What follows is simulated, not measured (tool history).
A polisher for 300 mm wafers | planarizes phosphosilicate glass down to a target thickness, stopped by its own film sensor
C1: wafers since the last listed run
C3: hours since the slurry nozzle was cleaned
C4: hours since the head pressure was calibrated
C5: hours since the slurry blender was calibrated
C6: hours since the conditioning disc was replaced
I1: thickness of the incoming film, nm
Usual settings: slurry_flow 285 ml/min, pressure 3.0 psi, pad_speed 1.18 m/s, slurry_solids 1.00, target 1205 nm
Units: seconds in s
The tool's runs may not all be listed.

run 1 hour=0.0 | slurry_flow=285 pressure=3.0 pad_speed=1.18 slurry_solids=1.00 target=1319 | C1=0 wafers_polished_on_this_pad=553 C3=42.4 C4=692.4 C5=340.9 C6=2.8 | I1=1832.5 | seconds=46.2
run 2 hour=34.9 | slurry_flow=285 pressure=3.0 pad_speed=1.18 slurry_solids=1.00 target=1319 | C1=267 wafers_polished_on_this_pad=821 C3=77.3 C4=727.3 C5=375.8 C6=37.7 | I1=1805.6 | seconds=43.7
-- hour=45.2 slurry blender recalibrated
run 3 hour=47.2 | slurry_flow=285 pressure=2.6 pad_speed=1.02 slurry_solids=1.00 target=1328 | C1=79 wafers_polished_on_this_pad=900 C3=89.6 C4=739.6 C5=2.0 C6=50.0 | I1=1844.0 | seconds=60.1
run 4 hour=67.3 | slurry_flow=200 pressure=3.0 pad_speed=1.18 slurry_solids=0.90 target=1205 | C1=154 wafers_polished_on_this_pad=1054 C3=109.7 C4=759.7 C5=22.1 C6=70.1 | I1=1830.0 | seconds=61.2
run 5 hour=79.5 | slurry_flow=195 pressure=3.0 pad_speed=1.18 slurry_solids=1.00 target=992 | C1=93 wafers_polished_on_this_pad=1148 C3=121.9 C4=771.9 C5=34.3 C6=82.3 | I1=1800.1 | seconds=77.7
run 6 hour=110.6 | slurry_flow=230 pressure=2.5 pad_speed=1.18 slurry_solids=1.15 target=1059 | C1=238 wafers_polished_on_this_pad=1387 C3=153.0 C4=803.0 C5=65.4 C6=113.4 | I1=1808.7 | seconds=82.9
-- hour=133.3 worn pad replaced by a new one
run 7 hour=136.6 | slurry_flow=285 pressure=3.0 pad_speed=1.18 slurry_solids=0.90 target=1399 | C1=168 wafers_polished_on_this_pad=25 C3=179.0 C4=829.0 C5=91.4 C6=139.4 | I1=1792.0 | seconds=36.0
-- hour=152.1 head pressure recalibrated
run 8 hour=159.0 | slurry_flow=285 pressure=3.0 pad_speed=1.18 slurry_solids=1.00 target=1205 | C1=156 wafers_polished_on_this_pad=181 C3=201.4 C4=6.9 C5=113.8 C6=161.8 | I1=1853.9 | seconds=59.5
run 9 hour=183.1 | slurry_flow=380 pressure=3.0 pad_speed=1.18 slurry_solids=1.00 target=1205 | C1=184 wafers_polished_on_this_pad=366 C3=225.5 C4=31.0 C5=137.9 C6=185.9 | I1=1832.9 | seconds=57.9
run 10 hour=197.2 | slurry_flow=285 pressure=3.0 pad_speed=1.18 slurry_solids=1.10 target=1205 | C1=108 wafers_polished_on_this_pad=474 C3=239.6 C4=45.1 C5=152.0 C6=200.0 | I1=1804.2 | seconds=55.5
run 11 hour=225.4 | slurry_flow=285 pressure=3.0 pad_speed=1.18 slurry_solids=1.00 target=1205 | C1=216 wafers_polished_on_this_pad=691 C3=267.8 C4=73.3 C5=180.2 C6=228.2 | I1=1800.3 | seconds=57.2
-- hour=234.0 slurry nozzle cleaned
-- hour=247.1 conditioning disc replaced and pad reconditioned
run 12 hour=248.8 | slurry_flow=285 pressure=3.0 pad_speed=1.18 slurry_solids=1.00 target=1274 | C1=156 wafers_polished_on_this_pad=847 C3=14.8 C4=96.7 C5=203.6 C6=1.7 | I1=1804.7 | seconds=50.7
run 13 hour=275.6 | slurry_flow=285 pressure=3.0 pad_speed=1.18 slurry_solids=0.90 target=1399 | C1=205 wafers_polished_on_this_pad=1053 C3=41.6 C4=123.5 C5=230.4 C6=28.5 | I1=1815.9 | seconds=41.4
run 14 hour=298.4 | slurry_flow=285 pressure=3.0 pad_speed=1.18 slurry_solids=1.00 target=1407 | C1=175 wafers_polished_on_this_pad=1228 C3=64.4 C4=146.3 C5=253.2 C6=51.3 | I1=1832.9 | seconds=42.9
run 15 hour=314.3 | slurry_flow=285 pressure=3.0 pad_speed=1.30 slurry_solids=0.85 target=1091 | C1=122 wafers_polished_on_this_pad=1350 C3=80.3 C4=162.2 C5=269.1 C6=67.2 | I1=1816.6 | seconds=72.9
run 16 hour=333.7 | slurry_flow=285 pressure=3.0 pad_speed=1.18 slurry_solids=1.00 target=1205 | C1=148 wafers_polished_on_this_pad=1499 C3=99.7 C4=181.6 C5=288.5 C6=86.6 | I1=1842.9 | seconds=65.2
run 17 hour=368.2 | slurry_flow=285 pressure=3.0 pad_speed=1.18 slurry_solids=1.00 target=1205 | C1=264 wafers_polished_on_this_pad=1764 C3=134.2 C4=216.1 C5=323.0 C6=121.1 | I1=1789.7 | seconds=63.7
-- hour=381.0 worn pad replaced by a new one
run 18 hour=396.1 | slurry_flow=285 pressure=3.0 pad_speed=1.00 slurry_solids=1.00 target=1363 | C1=183 wafers_polished_on_this_pad=115 C3=162.1 C4=244.0 C5=350.9 C6=149.0 | I1=1843.4 | seconds=49.7
-- hour=403.6 slurry blender recalibrated
run 19 hour=430.0 | slurry_flow=335 pressure=2.3 pad_speed=1.18 slurry_solids=1.00 target=1205 | C1=244 wafers_polished_on_this_pad=360 C3=196.0 C4=277.9 C5=26.4 C6=182.9 | I1=1805.5 | seconds=70.6
run 20 hour=454.4 | slurry_flow=285 pressure=2.3 pad_speed=1.18 slurry_solids=1.10 target=1205 | C1=187 wafers_polished_on_this_pad=547 C3=220.4 C4=302.3 C5=50.8 C6=207.3 | I1=1802.9 | seconds=66.5
run 21 hour=473.8 | slurry_flow=285 pressure=3.0 pad_speed=1.18 slurry_solids=1.00 target=1205 | C1=148 wafers_polished_on_this_pad=696 C3=239.8 C4=321.7 C5=70.2 C6=226.7 | I1=1792.9 | seconds=53.5
-- hour=497.0 conditioning disc replaced and pad reconditioned
run 22 hour=505.0 | slurry_flow=285 pressure=3.0 pad_speed=1.18 slurry_solids=1.15 target=1205 | C1=224 wafers_polished_on_this_pad=920 C3=271.0 C4=352.9 C5=101.4 C6=8.0 | I1=1814.4 | seconds=52.6
-- hour=509.9 slurry nozzle cleaned
run 23 hour=533.1 | slurry_flow=285 pressure=3.0 pad_speed=1.18 slurry_solids=1.00 target=1205 | C1=208 wafers_polished_on_this_pad=1128 C3=23.2 C4=381.0 C5=129.5 C6=36.1 | I1=1837.0 | seconds=59.5
run 24 hour=558.6 | slurry_flow=285 pressure=3.6 pad_speed=1.18 slurry_solids=1.00 target=1205 | C1=195 wafers_polished_on_this_pad=1324 C3=48.7 C4=406.5 C5=155.0 C6=61.6 | I1=1803.7 | seconds=48.6
run 25 hour=571.3 | slurry_flow=240 pressure=3.9 pad_speed=1.44 slurry_solids=1.00 target=1205 | C1=97 wafers_polished_on_this_pad=1422 C3=61.4 C4=419.2 C5=167.7 C6=74.3 | I1=1826.3 | seconds=40.5

4 ways to go on from here, each from the tool as it stands after run 25. What would each give?
run A hour=571.7 | slurry_flow=285 pressure=3.0 pad_speed=1.18 slurry_solids=1.20 target=1205 | C1=3 wafers_polished_on_this_pad=1425 C3=61.8 C4=419.6 C5=168.1 C6=74.7 | I1=1854.3 | seconds=?
run B hour=571.7 | slurry_flow=285 pressure=3.0 pad_speed=0.88 slurry_solids=0.75 target=1150 | C1=3 wafers_polished_on_this_pad=1425 C3=61.8 C4=419.6 C5=168.1 C6=74.7 | I1=1854.3 | seconds=?
run C hour=571.7 | slurry_flow=310 pressure=3.0 pad_speed=1.38 slurry_solids=1.00 target=1205 | C1=3 wafers_polished_on_this_pad=1425 C3=61.8 C4=419.6 C5=168.1 C6=74.7 | I1=1854.3 | seconds=?
run D hour=571.7 | slurry_flow=285 pressure=3.7 pad_speed=1.44 slurry_solids=1.10 target=1205 | C1=3 wafers_polished_on_this_pad=1425 C3=61.8 C4=419.6 C5=168.1 C6=74.7 | I1=1854.3 | seconds=?

run=A seconds=62.4
run=B seconds=101.9
run=C seconds=58.3
run=D seconds=44.5
Without the tool's hidden state the same runs would have given:
run=A seconds=58.6
run=B seconds=95.7
run=C seconds=54.7
run=D seconds=41.8

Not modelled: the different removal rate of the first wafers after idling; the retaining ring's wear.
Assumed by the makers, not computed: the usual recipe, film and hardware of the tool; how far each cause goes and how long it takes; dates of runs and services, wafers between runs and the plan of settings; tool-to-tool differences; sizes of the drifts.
